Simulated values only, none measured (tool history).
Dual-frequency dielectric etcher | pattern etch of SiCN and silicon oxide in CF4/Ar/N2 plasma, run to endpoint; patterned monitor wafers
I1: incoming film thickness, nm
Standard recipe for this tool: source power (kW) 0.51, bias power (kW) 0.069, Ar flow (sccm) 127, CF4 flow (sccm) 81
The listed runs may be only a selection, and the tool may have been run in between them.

run 1 hour=0 | source_power_(kW)=0.51 bias_power_(kW)=0.069 Ar_flow_(sccm)=127 CF4_flow_(sccm)=81 | I1=9.62 | endpoint_time_(s)=11.1
run 2 hour=33.2 | source_power_(kW)=0.51 bias_power_(kW)=0.069 Ar_flow_(sccm)=127 CF4_flow_(sccm)=81 | I1=9.66 | endpoint_time_(s)=11.1
run 3 hour=48.1 | source_power_(kW)=0.51 bias_power_(kW)=0.069 Ar_flow_(sccm)=127 CF4_flow_(sccm)=81 | I1=9.67 | endpoint_time_(s)=11
run 4 hour=78.2 | source_power_(kW)=0.51 bias_power_(kW)=0.069 Ar_flow_(sccm)=110 CF4_flow_(sccm)=81 | I1=9.66 | endpoint_time_(s)=10.8
run 5 hour=103.8 | source_power_(kW)=0.51 bias_power_(kW)=0.069 Ar_flow_(sccm)=127 CF4_flow_(sccm)=81 | I1=9.71 | endpoint_time_(s)=11
run 6 hour=167.5 | source_power_(kW)=0.51 bias_power_(kW)=0.069 Ar_flow_(sccm)=127 CF4_flow_(sccm)=81 | I1=9.63 | endpoint_time_(s)=10.9
-- hour=191.3 bias power generator calibrated
-- hour=202.6 upper electrode replaced
run 7 hour=203.1 | source_power_(kW)=0.51 bias_power_(kW)=0.069 Ar_flow_(sccm)=127 CF4_flow_(sccm)=86 | I1=9.67 | endpoint_time_(s)=10.8
run 8 hour=218.4 | source_power_(kW)=0.51 bias_power_(kW)=0.069 Ar_flow_(sccm)=127 CF4_flow_(sccm)=86 | I1=9.55 | endpoint_time_(s)=10.6
run 9 hour=251.5 | source_power_(kW)=0.51 bias_power_(kW)=0.069 Ar_flow_(sccm)=105 CF4_flow_(sccm)=81 | I1=9.55 | endpoint_time_(s)=10.5
-- hour=257.8 CF4 flow controller replaced
run 10 hour=269.5 | source_power_(kW)=0.51 bias_power_(kW)=0.069 Ar_flow_(sccm)=105 CF4_flow_(sccm)=81 | I1=9.65 | endpoint_time_(s)=10.6
-- hour=285.2 source power generator calibrated
run 11 hour=291.5 | source_power_(kW)=0.51 bias_power_(kW)=0.069 Ar_flow_(sccm)=105 CF4_flow_(sccm)=81 | I1=9.63 | endpoint_time_(s)=10.5
run 12 hour=325.5 | source_power_(kW)=0.45 bias_power_(kW)=0.069 Ar_flow_(sccm)=127 CF4_flow_(sccm)=81 | I1=9.64 | endpoint_time_(s)=11.9
run 13 hour=342.3 | source_power_(kW)=0.51 bias_power_(kW)=0.069 Ar_flow_(sccm)=127 CF4_flow_(sccm)=81 | I1=9.52 | endpoint_time_(s)=10.6

Run 14, settings as shown, results not yet in. Your forecast:
run 14 hour=358.2 | source_power_(kW)=0.43 bias_power_(kW)=0.083 Ar_flow_(sccm)=116 CF4_flow_(sccm)=71 | I1=9.65 | endpoint_time_(s)=?

endpoint time (s): 11.3
Minus the tool's unlogged condition, the same run would have read endpoint time (s) 11.7.
